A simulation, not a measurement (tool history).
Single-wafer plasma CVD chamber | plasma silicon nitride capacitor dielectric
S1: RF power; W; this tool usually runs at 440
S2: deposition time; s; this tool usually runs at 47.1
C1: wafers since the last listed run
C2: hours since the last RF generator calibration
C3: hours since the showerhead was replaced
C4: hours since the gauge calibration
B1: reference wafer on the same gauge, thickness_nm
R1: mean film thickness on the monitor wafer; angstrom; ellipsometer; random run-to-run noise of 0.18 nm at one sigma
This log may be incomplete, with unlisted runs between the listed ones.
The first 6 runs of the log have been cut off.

{"run": 7, "day": 29.242, "S1": 500, "S2": 47.1, "C1": 1160, "C2": 609.8, "C3": 3641.2, "C4": 856.5, "B1": 58.592, "R1": 707.25}
{"run": 8, "day": 31.746, "S1": 500, "S2": 47.1, "C1": 1242, "C2": 669.9, "C3": 3701.3, "C4": 916.6, "B1": 58.618, "R1": 706.46}
{"run": 9, "day": 34.508, "S1": 440, "S2": 47.1, "C1": 1371, "C2": 736.2, "C3": 3767.6, "C4": 982.9, "B1": 58.572, "R1": 662.99}
{"run": 10, "day": 44.55, "S1": 440, "S2": 47.1, "C1": 4984, "C2": 977.2, "C3": 4008.6, "C4": 1223.9, "B1": 58.567, "R1": 663.45}
{"run": 11, "day": 46.817, "S1": 440, "S2": 47.1, "C1": 1125, "C2": 1031.6, "C3": 4063, "C4": 1278.3, "B1": 58.588, "R1": 659.45}
{"run": 12, "day": 50.938, "S1": 440, "S2": 47.1, "C1": 2045, "C2": 1130.5, "C3": 4161.9, "C4": 1377.2, "B1": 58.596, "R1": 660.95}
{"run": 13, "day": 52.638, "S1": 440, "S2": 47.1, "C1": 843, "C2": 1171.3, "C3": 4202.7, "C4": 1418, "B1": 58.6, "R1": 659.23}
{"run": 14, "day": 54.85, "S1": 415, "S2": 42.5, "C1": 1098, "C2": 1224.4, "C3": 4255.8, "C4": 1471.1, "B1": 58.593, "R1": 576.5}
{"run": 15, "day": 58.275, "S1": 440, "S2": 47.1, "C1": 1699, "C2": 1306.6, "C3": 4338, "C4": 1553.3, "B1": 58.607, "R1": 661.87}
{"run": 16, "day": 61.183, "S1": 440, "S2": 47.1, "C1": 1443, "C2": 1376.4, "C3": 4407.8, "C4": 1623.1, "B1": 58.605, "R1": 658.09}
{"run": 17, "day": 64.958, "S1": 440, "S2": 47.1, "C1": 1873, "C2": 1467, "C3": 4498.4, "C4": 1713.7, "B1": 58.593, "R1": 656.97}
{"run": 18, "day": 68.817, "S1": 490, "S2": 54.1, "C1": 1915, "C2": 1559.6, "C3": 4591, "C4": 1806.3, "B1": 58.602, "R1": 791.37}
{"run": 19, "day": 72.35, "S1": 490, "S2": 54.1, "C1": 1753, "C2": 1644.4, "C3": 4675.8, "C4": 1891.1, "B1": 58.591, "R1": 795.78}
{"run": 20, "day": 74.312, "S1": 440, "S2": 47.1, "C1": 974, "C2": 1691.5, "C3": 4722.9, "C4": 1938.2, "B1": 58.617, "R1": 651.67}
{"run": 21, "day": 76.667, "S1": 395, "S2": 50.9, "C1": 1168, "C2": 1748, "C3": 4779.4, "C4": 1994.7, "B1": 58.575, "R1": 669.16}
{"run": 22, "day": 80.183, "S1": 440, "S2": 43.4, "C1": 1745, "C2": 1832.4, "C3": 4863.8, "C4": 2079.1, "B1": 58.601, "R1": 599.16}

Estimate the outcome of run 23 from the log above:
{"day": 83.279, "done": "RF generator calibrated"}
{"run": 23, "day": 84.6, "S1": 440, "S2": 47.1, "C1": 2026, "C2": 31.7, "C3": 4969.8, "C4": 2185.1, "B1": "?", "R1": "?"}

B1: 58.613
R1: 663.74 angstrom
Take away the tool's hidden state, keep the run-to-run variation as it was, and the same run would have given R1 665.47 angstrom.
